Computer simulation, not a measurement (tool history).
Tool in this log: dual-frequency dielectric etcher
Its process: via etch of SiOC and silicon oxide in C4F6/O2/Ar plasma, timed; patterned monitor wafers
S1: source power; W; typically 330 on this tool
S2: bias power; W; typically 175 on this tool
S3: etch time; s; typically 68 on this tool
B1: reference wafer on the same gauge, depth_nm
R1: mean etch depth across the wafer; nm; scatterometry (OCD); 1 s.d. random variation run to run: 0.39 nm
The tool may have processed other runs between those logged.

| run | hour | S1 | S2 | S3 | B1 | R1 |
|---|---|---|---|---|---|---|
| 1 | 0 | 310 | 208 | 68 | 59.8 | 71.8 |
| 2 | 40.5 | 290 | 175 | 68 | 59.9 | 64.9 |
| 3 | 91 | 290 | 175 | 68 | 59.9 | 64.2 |
|  | 139.5 | bias power generator calibrated |
| 4 | 141.7 | 330 | 146 | 68 | 59.8 | 66.9 |
| 5 | 183.9 | 330 | 146 | 68 | 59.8 | 67.2 |
|  | 192.8 | source power generator calibrated |
| 6 | 237.2 | 330 | 146 | 68 | 59.8 | 67.9 |
| 7 | 299.2 | 330 | 175 | 80.5 | 59.9 | 83.9 |
| 8 | 331.4 | 330 | 175 | 80.5 | 59.8 | 83.5 |
|  | 336 | gauge calibrated |
| 9 | 377.4 | 380 | 175 | 78.5 | 59.8 | 88.9 |
|  | 501.2 | wet clean of the chamber |
| 10 | 513.2 | 330 | 212 | 68 | 59.7 | 75.3 |
|  | 575.2 | upper electrode replaced |
| 11 | 575.7 | 280 | 139 | 77.5 | 59.8 | 67.9 |
| 12 | 597.7 | 330 | 208 | 68 | 59.8 | 74.9 |
| 13 | 632.5 | 330 | 150 | 68 | 59.9 | 67.8 |
| 14 | 676.4 | 330 | 175 | 68 | 59.8 | 70 |
| 15 | 719.8 | 390 | 175 | 80 | 59.8 | 91.9 |
| 16 | 770.5 | 390 | 149 | 75 | 59.8 | 82.4 |
| 17 | 800.7 | 330 | 175 | 68 | 59.7 | 70.7 |
| 18 | 868.9 | 330 | 175 | 78 | 59.7 | 81.7 |
| 19 | 929.8 | 270 | 145 | 48 | 59.8 | 41.5 |
| 20 | 992 | 280 | 175 | 68 | 59.8 | 64.1 |
| 21 | 1016.7 | 330 | 175 | 68 | 59.8 | 70.3 |
|  | 1065 | wet clean of the chamber |
| 22 | 1077.4 | 300 | 163 | 53 | 59.9 | 50.8 |
| 23 | 1137.8 | 330 | 175 | 78 | 59.8 | 80.5 |
| 24 | 1181.1 | 330 | 175 | 68 | 59.8 | 70.4 |
| 25 | 1224.3 | 330 | 175 | 68 | 59.8 | 71.7 |
| 26 | 1266 | 380 | 197 | 68 | 59.8 | 79 |
| 27 | 1335.4 | 310 | 192 | 57.5 | 59.8 | 59 |
| 28 | 1421.6 | 270 | 157 | 52.5 | 59.8 | 46.3 |
| 29 | 1488.9 | 330 | 203 | 50.5 | 59.8 | 54.7 |
| 30 | 1532.1 | 270 | 186 | 68 | 59.8 | 63.1 |

Hidden state, per run?
etch rate over this chamber's usual, %: 0 across all the runs
source power that arrives over what is set, %: 0 across all the runs
bias power that arrives over what is set, %: 0 across all the runs
gauge reads high (%): 0 across all the runs

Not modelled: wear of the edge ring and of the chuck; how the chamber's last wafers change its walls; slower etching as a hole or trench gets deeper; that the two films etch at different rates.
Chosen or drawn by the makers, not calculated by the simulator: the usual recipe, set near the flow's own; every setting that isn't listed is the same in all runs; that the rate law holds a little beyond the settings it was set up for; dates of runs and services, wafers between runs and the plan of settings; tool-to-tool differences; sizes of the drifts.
